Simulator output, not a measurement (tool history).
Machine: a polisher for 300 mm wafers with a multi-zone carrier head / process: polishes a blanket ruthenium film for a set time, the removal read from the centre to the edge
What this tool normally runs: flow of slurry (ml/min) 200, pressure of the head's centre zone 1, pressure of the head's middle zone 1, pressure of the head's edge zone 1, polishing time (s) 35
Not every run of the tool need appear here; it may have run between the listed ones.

run	hour	flow of slurry (ml/min)	pressure of the head's centre zone	pressure of the head's middle zone	pressure of the head's edge zone	polishing time (s)	incoming thickness of the incoming film, nm	film removed at the wafer's centre (Å)	film removed at mid-radius (Å)	film removed at the wafer's edge (Å)
1	0	200	1	0.94	1	39	579.2	435	425	460
2	91.3	200	1	1	1	35	586.6	397	402	409
3	151.1	200	1	1	1	35	588	392	395	408
# hour 185.4: centre zone pressure recalibrated
4	236.4	200	1	1	1	35	582.3	386	404	411
5	331.2	200	1	1	1	35	586.8	385	391	411
# hour 392.9: slurry nozzle cleaned
# hour 406.6: carrier head's membrane replaced by a new one
6	417	245	1	1	1	39	594.8	449	462	469
# hour 436.2: worn pad replaced by a new one
# hour 506.5: edge zone pressure recalibrated
7	700.7	260	1.03	1	1	35	603.1	418	410	418
8	741.5	200	1.09	0.9	1	47	589.3	573	500	551
9	841.3	175	1	1.08	1	35	602.1	382	414	406
10	926.8	200	1.04	0.9	1.04	35	591.2	401	368	414
11	979.8	220	1	1.04	1	35	581.4	389	412	405
# hour 1017.1: centre zone pressure recalibrated
12	1075.2	200	1	1	1	35	590.3	373	384	402
# hour 1077.8: slurry nozzle cleaned
13	1132.2	160	1	1	1	35	578.7	379	400	403
# hour 1144.1: worn pad replaced by a new one
# hour 1392: edge zone pressure recalibrated
14	1455.5	200	1	0.91	1	35	579.4	392	374	410
15	1539.3	200	1	1	1	35	584.4	385	391	409
16	1623.4	200	1	1	1	35	601.8	387	397	403
17	1701	260	1.12	1	1.06	45	591.3	567	518	542
# hour 1746.7: slurry nozzle cleaned
18	1791.1	140	0.9	0.95	1	35	587.2	346	381	401
# hour 1850.1: worn pad replaced by a new one
19	1894.7	200	0.95	1	1	35	598.6	367	403	412
# hour 1925.3: centre zone pressure recalibrated
20	1980.9	230	1	1	1	46	583.1	523	549	547
21	2080.8	145	1	1	1	35	588.8	373	381	403

5 ways to go on from here, each from the tool as it stands after run 21. What would each give?
A	2081.2	200	1	0.97	1	35	593.9	?	?	?
B	2081.2	200	1	1	0.92	44	593.9	?	?	?
C	2081.2	175	1	1.04	1	35	593.9	?	?	?
D	2081.2	165	0.96	1	1	35	593.9	?	?	?
E	2081.2	130	1	0.96	1.06	35	593.9	?	?	?

run	film removed at the wafer's centre (Å)	film removed at mid-radius (Å)	film removed at the wafer's edge (Å)
A	392	389	412
B	493	500	498
C	386	403	407
D	367	389	405
E	370	367	409
Take away the tool's hidden state, keep each run's random variation, and the runs would have read:
run	film removed at the wafer's centre (Å)	film removed at mid-radius (Å)	film removed at the wafer's edge (Å)
A	396	392	414
B	497	504	501
C	390	407	410
D	371	393	408
E	375	371	412
